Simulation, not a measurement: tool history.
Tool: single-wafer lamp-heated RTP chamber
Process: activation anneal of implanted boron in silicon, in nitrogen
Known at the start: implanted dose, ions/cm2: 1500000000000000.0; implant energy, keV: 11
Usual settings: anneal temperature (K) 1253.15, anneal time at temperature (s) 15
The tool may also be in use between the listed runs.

run	day	anneal temperature (K)	anneal time at temperature (s)	wafers since the last listed run	wafers since the last pyrometer calibration	wafers since the reflector plate was cleaned	hours since the gauge calibration	read-back reference wafer on the same gauge, sheet resistance	sheet resistance of the implanted and annealed layer (ohm/square)
1	0.000	1253.15	17	0	68	11103	361.2	142.13	131.63
2	0.462	1253.15	17	144	212	11248	372.3	141.98	132.31
3	0.833	1253.15	17	115	328	11364	381.2	142.21	130.39
4	1.525	1253.15	15	216	545	11580	397.8	141.81	132.90
5	2.246	1253.15	15	225	770	11805	415.1	141.87	131.83
6	2.783	1253.15	15	168	938	11973	428.0	141.92	132.77
7	3.350	1271.15	15	177	1115	12151	441.6	142.13	122.32
8	3.662	1271.15	15	97	1213	12248	449.1	141.92	121.68
9	3.983	1271.15	15	100	1313	12349	456.8	141.96	122.33
10	4.696	1277.15	19	222	1536	12571	473.9	141.53	119.36
11	5.196	1253.15	21	156	1693	12728	485.9	142.15	129.93
# day 6.029: reflector plate cleaned
12	6.092	1253.15	21	175	1868	19	507.4	141.95	137.18
13	6.496	1253.15	21	126	1995	146	517.1	142.08	136.86
14	6.817	1253.15	15	100	2095	246	524.8	142.22	138.02
15	7.438	1253.15	15	194	2289	440	539.7	141.86	138.66
# day 7.796: pyrometer window cleaned and pyrometer calibrated
16	7.938	1242.15	15	52	44	492	551.7	141.95	148.72
17	8.633	1229.15	15	217	261	710	568.4	142.14	166.92
# day 9.258: gauge calibrated
18	9.275	1253.15	15	200	462	911	0.4	141.87	138.00
19	9.879	1281.15	9	188	651	1100	14.9	142.06	123.26
20	10.229	1283.15	7	109	761	1209	23.3	142.11	124.82
21	10.496	1278.15	22	83	844	1292	29.7	141.95	119.83
22	11.158	1278.15	18	207	1051	1500	45.6	142.11	120.81
23	11.654	1253.15	11	155	1206	1655	57.5	142.17	140.42
24	12.112	1230.15	20	143	1349	1798	68.5	142.11	157.73
25	12.725	1262.15	22	191	1541	1990	83.2	142.20	126.16
26	13.108	1265.15	7	119	1661	2109	92.4	142.01	134.65
27	13.746	1270.15	22	199	1860	2309	107.7	142.00	122.66
28	14.079	1253.15	15	104	1965	2413	115.7	142.07	137.16
29	14.354	1253.15	15	86	2051	2499	122.3	142.07	135.92
# day 14.721: pyrometer window cleaned and pyrometer calibrated
30	15.050	1253.15	15	113	103	2612	139.0	141.61	137.01
31	15.667	1253.15	15	192	296	2805	153.8	142.08	135.38
32	16.408	1239.15	15	231	527	3037	171.6	141.88	148.22
33	16.854	1253.15	15	139	667	3177	182.3	141.86	136.86
34	17.512	1253.15	15	205	873	3383	198.1	142.11	135.44
35	17.833	1253.15	15	100	973	3483	205.8	142.31	135.62
36	18.396	1253.15	11	175	1149	3659	219.3	141.66	137.29
37	19.129	1268.15	8	229	1378	3888	236.9	142.15	130.92

4 ways to go on from here, each from the tool as it stands after run 37. What would each give?
A	19.146	1281.15	15	5	1384	3893	237.3	?	?
B	19.146	1229.15	12	5	1384	3893	237.3	?	?
C	19.146	1236.15	21	5	1384	3893	237.3	?	?
D	19.146	1279.15	10	5	1384	3893	237.3	?	?

run	read-back reference wafer on the same gauge, sheet resistance	sheet resistance of the implanted and annealed layer (ohm/square)
A	142.11	119.62
B	142.11	165.32
C	142.11	146.81
D	142.11	123.00
Without the tool's hidden state the same runs would have given:
run	sheet resistance of the implanted and annealed layer (ohm/square)
A	122.04
B	175.56
C	153.79
D	125.72
